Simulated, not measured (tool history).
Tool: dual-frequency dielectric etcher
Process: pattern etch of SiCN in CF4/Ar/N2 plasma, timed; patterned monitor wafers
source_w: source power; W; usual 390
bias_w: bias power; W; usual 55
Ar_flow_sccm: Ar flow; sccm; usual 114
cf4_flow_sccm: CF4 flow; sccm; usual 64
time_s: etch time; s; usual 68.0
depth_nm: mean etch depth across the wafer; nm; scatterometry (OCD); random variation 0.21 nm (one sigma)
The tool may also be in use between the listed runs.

run,hour,source_w,bias_w,Ar_flow_sccm,cf4_flow_sccm,time_s,"read-back reference wafer on the same gauge, depth_nm",depth_nm
1,0.0,390,55,114,64,68.0,44.10,44.59
# hour 59.8: Ar flow controller replaced
# hour 61.1: upper electrode replaced
2,61.6,390,55,114,64,68.0,44.08,44.27
3,83.4,390,55,114,64,68.0,44.06,44.53
# hour 118.4: gauge calibrated
4,138.7,390,55,129,64,87.0,44.04,54.75
# hour 166.3: wet clean of the chamber
5,195.2,390,55,114,74,52.0,44.08,34.10
6,231.2,390,59,114,73,57.5,44.07,38.36
7,260.8,390,69,114,64,51.0,44.12,35.45
8,291.8,390,55,114,80,68.0,44.03,45.48
9,331.4,390,51,114,64,68.0,44.09,43.25
10,391.3,390,55,114,64,68.0,44.13,44.31
11,434.8,350,51,103,64,68.0,44.09,40.55
12,627.0,390,47,114,64,68.0,44.10,41.67
13,679.0,310,55,121,64,68.0,44.12,35.42
# hour 705.2: wet clean of the chamber
14,733.6,310,55,114,79,68.0,44.09,36.96
# hour 767.7: bias power generator calibrated
# hour 871.7: source power generator calibrated
15,937.6,390,55,101,64,68.0,44.11,47.24
16,996.6,470,55,114,64,52.5,44.05,41.37
17,1060.1,390,55,114,64,68.0,44.05,45.68
18,1116.3,390,55,114,78,77.5,44.10,52.84
19,1151.6,390,55,114,64,68.0,44.10,45.84
20,1205.8,390,55,114,64,84.5,44.08,56.61
21,1268.7,390,41,114,64,68.0,44.10,42.28

4 ways to go on from here, each from the tool as it stands after run 21. What would each give?
A,1269.1,390,48,114,64,68.0,?,?
B,1269.1,300,55,114,64,68.0,?,?
C,1269.1,390,59,114,53,68.0,?,?
D,1269.1,390,55,100,64,48.0,?,?

run,"read-back reference wafer on the same gauge, depth_nm",depth_nm
A,44.08,44.12
B,44.08,36.79
C,44.08,45.94
D,44.08,33.55
Without the tool's hidden state the same runs would have given:
run,depth_nm
A,44.04
B,36.73
C,45.87
D,33.49

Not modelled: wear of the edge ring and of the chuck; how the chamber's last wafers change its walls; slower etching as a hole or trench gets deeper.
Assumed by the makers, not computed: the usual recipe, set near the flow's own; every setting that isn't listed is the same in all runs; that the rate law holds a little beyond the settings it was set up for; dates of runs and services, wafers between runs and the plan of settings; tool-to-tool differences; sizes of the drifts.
